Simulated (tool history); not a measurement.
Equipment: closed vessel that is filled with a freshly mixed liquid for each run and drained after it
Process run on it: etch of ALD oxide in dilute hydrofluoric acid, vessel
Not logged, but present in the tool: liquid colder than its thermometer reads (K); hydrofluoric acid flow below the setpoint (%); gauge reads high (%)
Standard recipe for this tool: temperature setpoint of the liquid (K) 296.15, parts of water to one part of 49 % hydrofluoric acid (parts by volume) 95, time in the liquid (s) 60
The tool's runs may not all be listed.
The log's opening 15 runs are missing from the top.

run,hour,temperature setpoint of the liquid (K),parts of water to one part of 49 % hydrofluoric acid (parts by volume),time in the liquid (s),wafers since the last listed run,hours since the thermometer was replaced,hours since the hydrofluoric acid flow meter was replaced,hours since the gauge calibration,"read-back film thickness of the ALD oxide reference wafer, read on the same gauge (nm)",thickness taken off the ALD oxide on a monitor wafer (angstrom)
16,364.9,299.15,140,45,5294,711.7,1252.6,635.1,60,65.4
17,381.3,296.15,95,60,2487,728.1,1269,651.5,59.98,120.7
# hour 395.3: gauge calibrated
18,395.7,299.65,95,85,2184,742.5,1283.4,0.4,59.99,196.2
19,418.6,292.15,110,85,3473,765.4,1306.3,23.3,59.96,122.2
# hour 432: thermometer replaced
20,446.2,296.15,95,60,4035,14.2,1333.9,50.9,59.99,120.8
21,480.6,296.15,95,60,5218,48.6,1368.3,85.3,59.99,120.5
22,493.3,296.15,120,60,1926,61.3,1381,98,59.99,91.2
23,522.5,294.65,95,75,4429,90.5,1410.2,127.2,60.05,141.9
24,538.9,292.65,75,90,2487,106.9,1426.6,143.6,59.96,200.4
# hour 562: hydrofluoric acid flow meter replaced
25,573.5,292.65,75,90,5096,141.5,11.5,178.2,60,234.6
26,607.9,296.15,95,60,5218,175.9,45.9,212.6,59.97,138
27,633.5,299.15,45,40,3883,201.5,71.5,238.2,60.03,233.5
28,650.1,299.15,65,60,2518,218.1,88.1,254.8,60.04,239.5
29,662.3,299.15,80,85,1850,230.3,100.3,267,59.98,261.8
30,690.6,296.15,130,60,4292,258.6,128.6,295.3,59.97,96.6
31,714.9,292.65,95,30,3686,282.9,152.9,319.6,60,59.4
32,740.6,294.15,95,85,3898,308.6,178.6,345.3,59.97,177.7
33,761.6,296.15,95,60,3185,329.6,199.6,366.3,60.02,136.7
34,776.1,296.15,135,60,2199,344.1,214.1,380.8,60,89.6
35,800.6,296.15,95,60,3716,368.6,238.6,405.3,59.99,135.7

Alternative continuations, all from the tool just after run 35; predict every row:
A,801.3,296.15,95,60,106,369.3,239.3,406,?,?
B,801.3,296.15,125,40,106,369.3,239.3,406,?,?
C,801.3,299.15,50,30,106,369.3,239.3,406,?,?

run,"read-back film thickness of the ALD oxide reference wafer, read on the same gauge (nm)",thickness taken off the ALD oxide on a monitor wafer (angstrom)
A,59.99,133.3
B,59.99,65.1
C,59.99,151.6
Without the tool's hidden state the same runs would have given:
run,thickness taken off the ALD oxide on a monitor wafer (angstrom)
A,136.5
B,66.8
C,155.2
